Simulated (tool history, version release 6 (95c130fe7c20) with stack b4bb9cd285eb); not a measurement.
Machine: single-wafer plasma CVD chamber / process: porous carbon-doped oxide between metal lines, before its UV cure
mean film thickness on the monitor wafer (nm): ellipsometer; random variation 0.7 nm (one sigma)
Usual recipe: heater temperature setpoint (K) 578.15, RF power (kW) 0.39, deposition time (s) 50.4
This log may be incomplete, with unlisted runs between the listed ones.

run	day	heater temperature setpoint (K)	RF power (kW)	deposition time (s)	read-back reference wafer on the same gauge, thickness_nm	mean film thickness on the monitor wafer (nm)
1	0	578.15	0.39	50.4	200.23	228.787
2	2.121	578.15	0.365	50.4	200.112	221.879
3	3.208	578.15	0.365	50.4	200.087	223.355
4	6.183	578.15	0.365	50.4	200.011	222.975
5	8.8	581.15	0.39	50.4	199.814	226.738
6	10.675	581.15	0.39	50.4	199.846	225.955
7	13.279	581.15	0.39	50.4	199.964	226.234
8	14.579	569.15	0.39	43.4	199.782	208.343
9	15.429	569.15	0.39	43.4	200.239	207.45
10	18.179	569.15	0.39	43.4	199.974	208.827
11	19.35	578.15	0.39	53.1	200.172	240.356
12	20.45	578.15	0.39	53.1	200.055	242.621
13	22.933	578.15	0.39	53.1	199.916	240.455
14	25.067	593.15	0.415	56.2	199.717	242.971
15	28.221	586.15	0.315	44.1	199.933	178.525
16	30.079	591.15	0.36	60.2	199.945	246.621
17	31.662	578.15	0.39	50.4	199.914	230.321
18	33.946	569.15	0.365	56	199.903	260.647
19	35.05	590.15	0.39	50.4	200.044	216.304
20	36.129	578.15	0.39	50.4	200.05	229.143
21	37.888	578.15	0.365	59.6	200.044	263.085
22	40.521	578.15	0.39	54.1	199.972	245.518
23	42.258	584.15	0.39	53.9	200.15	236.025
24	43.621	578.15	0.365	50.4	200.032	223.792
25	45.408	578.15	0.42	53.7	200.049	250.245
26	48.038	588.15	0.39	50.4	199.995	218.368

The log once held 4 entries between its listed runs, left out of this copy. Where does each go, and what is different about the tool's unlogged condition between the listed run before it and the listed run after it?
After run 7, before run 8: showerhead replaced (day 14.558)
  no hidden state differs between the two runs
After run 11, before run 12: gauge calibrated (day 20.229)
  no hidden state differs between the two runs
After run 13, before run 14: thermocouple changed; heater temperature recalibrated (day 23.8)
  no hidden state differs between the two runs
After run 20, before run 21: RF generator calibrated (day 37.5)
  no hidden state differs between the two runs
